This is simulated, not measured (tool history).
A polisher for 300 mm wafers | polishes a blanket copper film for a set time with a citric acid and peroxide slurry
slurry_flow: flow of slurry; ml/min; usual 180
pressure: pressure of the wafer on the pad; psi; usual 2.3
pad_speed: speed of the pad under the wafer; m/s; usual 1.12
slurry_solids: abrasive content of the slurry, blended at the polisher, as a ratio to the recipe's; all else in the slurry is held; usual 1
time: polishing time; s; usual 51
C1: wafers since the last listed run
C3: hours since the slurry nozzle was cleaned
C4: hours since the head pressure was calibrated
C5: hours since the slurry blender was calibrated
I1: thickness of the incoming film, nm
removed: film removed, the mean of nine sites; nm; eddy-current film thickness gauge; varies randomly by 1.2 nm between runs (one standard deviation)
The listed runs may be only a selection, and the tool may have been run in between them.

run 1 day=0 | slurry_flow=220 pressure=2.3 pad_speed=1.12 slurry_solids=1 time=51 | C1=0 wafers_polished_on_this_pad=613 C3=792.5 C4=587 C5=69.1 | I1=855.1 | removed=70.6
-- day=0.171 slurry nozzle cleaned
run 2 day=0.446 | slurry_flow=220 pressure=2.3 pad_speed=1.12 slurry_solids=1 time=51 | C1=89 wafers_polished_on_this_pad=703 C3=6.6 C4=597.7 C5=79.8 | I1=855.2 | removed=71.5
run 3 day=1.183 | slurry_flow=180 pressure=2.3 pad_speed=0.84 slurry_solids=1 time=51 | C1=162 wafers_polished_on_this_pad=865 C3=24.3 C4=615.4 C5=97.5 | I1=855.3 | removed=50
-- day=1.546 slurry blender recalibrated
run 4 day=1.592 | slurry_flow=180 pressure=2.3 pad_speed=0.84 slurry_solids=1 time=51 | C1=71 wafers_polished_on_this_pad=937 C3=34.1 C4=625.2 C5=1.1 | I1=844.1 | removed=56.6
run 5 day=1.992 | slurry_flow=180 pressure=2.3 pad_speed=0.84 slurry_solids=1 time=51 | C1=88 wafers_polished_on_this_pad=1026 C3=43.7 C4=634.8 C5=10.7 | I1=854.3 | removed=55.3
-- day=2.3 worn pad replaced by a new one
run 6 day=2.542 | slurry_flow=180 pressure=2.8 pad_speed=1.12 slurry_solids=1 time=51 | C1=84 wafers_polished_on_this_pad=53 C3=56.9 C4=648 C5=23.9 | I1=840.2 | removed=89.6
-- day=2.95 head pressure recalibrated
run 7 day=3.021 | slurry_flow=180 pressure=2.3 pad_speed=1.12 slurry_solids=1 time=51 | C1=87 wafers_polished_on_this_pad=140 C3=68.4 C4=1.7 C5=35.4 | I1=842.2 | removed=81.8
run 8 day=3.475 | slurry_flow=180 pressure=2.3 pad_speed=1.12 slurry_solids=1 time=51 | C1=100 wafers_polished_on_this_pad=240 C3=79.3 C4=12.6 C5=46.3 | I1=848.5 | removed=78.6
run 9 day=3.888 | slurry_flow=180 pressure=2.3 pad_speed=1.12 slurry_solids=1 time=51 | C1=91 wafers_polished_on_this_pad=332 C3=89.2 C4=22.5 C5=56.2 | I1=862.2 | removed=80.3
run 10 day=4.467 | slurry_flow=180 pressure=2.8 pad_speed=0.96 slurry_solids=1 time=51 | C1=127 wafers_polished_on_this_pad=459 C3=103.1 C4=36.4 C5=70.1 | I1=842.8 | removed=79.9
run 11 day=4.854 | slurry_flow=180 pressure=2.9 pad_speed=1.12 slurry_solids=1 time=51 | C1=85 wafers_polished_on_this_pad=545 C3=112.4 C4=45.7 C5=79.4 | I1=852.9 | removed=97.5
run 12 day=5.15 | slurry_flow=120 pressure=2.3 pad_speed=1.12 slurry_solids=1 time=44 | C1=65 wafers_polished_on_this_pad=610 C3=119.5 C4=52.8 C5=86.5 | I1=841.1 | removed=61.2
run 13 day=5.4 | slurry_flow=180 pressure=2.3 pad_speed=1.12 slurry_solids=1 time=51 | C1=55 wafers_polished_on_this_pad=666 C3=125.5 C4=58.8 C5=92.5 | I1=858.6 | removed=74.9
run 14 day=5.892 | slurry_flow=180 pressure=2.3 pad_speed=0.84 slurry_solids=1 time=51 | C1=108 wafers_polished_on_this_pad=774 C3=137.3 C4=70.6 C5=104.3 | I1=858.4 | removed=54.1
run 15 day=6.575 | slurry_flow=160 pressure=2.3 pad_speed=1.12 slurry_solids=1 time=62 | C1=150 wafers_polished_on_this_pad=925 C3=153.7 C4=87 C5=120.7 | I1=862.2 | removed=80
-- day=6.862 slurry blender recalibrated
run 16 day=7.246 | slurry_flow=180 pressure=2.3 pad_speed=1.12 slurry_solids=1 time=51 | C1=129 wafers_polished_on_this_pad=1055 C3=169.8 C4=103.1 C5=9.2 | I1=853.6 | removed=77.6
-- day=7.575 worn pad replaced by a new one
run 17 day=7.962 | slurry_flow=180 pressure=2.3 pad_speed=1.12 slurry_solids=1 time=45 | C1=121 wafers_polished_on_this_pad=85 C3=187 C4=120.3 C5=26.4 | I1=840.7 | removed=68.4

Run 18 is up next; what results do you expect?
run 18 day=8.529 | slurry_flow=180 pressure=3 pad_speed=1.12 slurry_solids=1 time=63 | C1=125 wafers_polished_on_this_pad=210 C3=200.6 C4=133.9 C5=40 | I1=851.6 | removed=?

removed: 123.2 nm
Take away the tool's hidden state, keep the run-to-run variation as it was, and the same run would have given removed 133.2 nm.

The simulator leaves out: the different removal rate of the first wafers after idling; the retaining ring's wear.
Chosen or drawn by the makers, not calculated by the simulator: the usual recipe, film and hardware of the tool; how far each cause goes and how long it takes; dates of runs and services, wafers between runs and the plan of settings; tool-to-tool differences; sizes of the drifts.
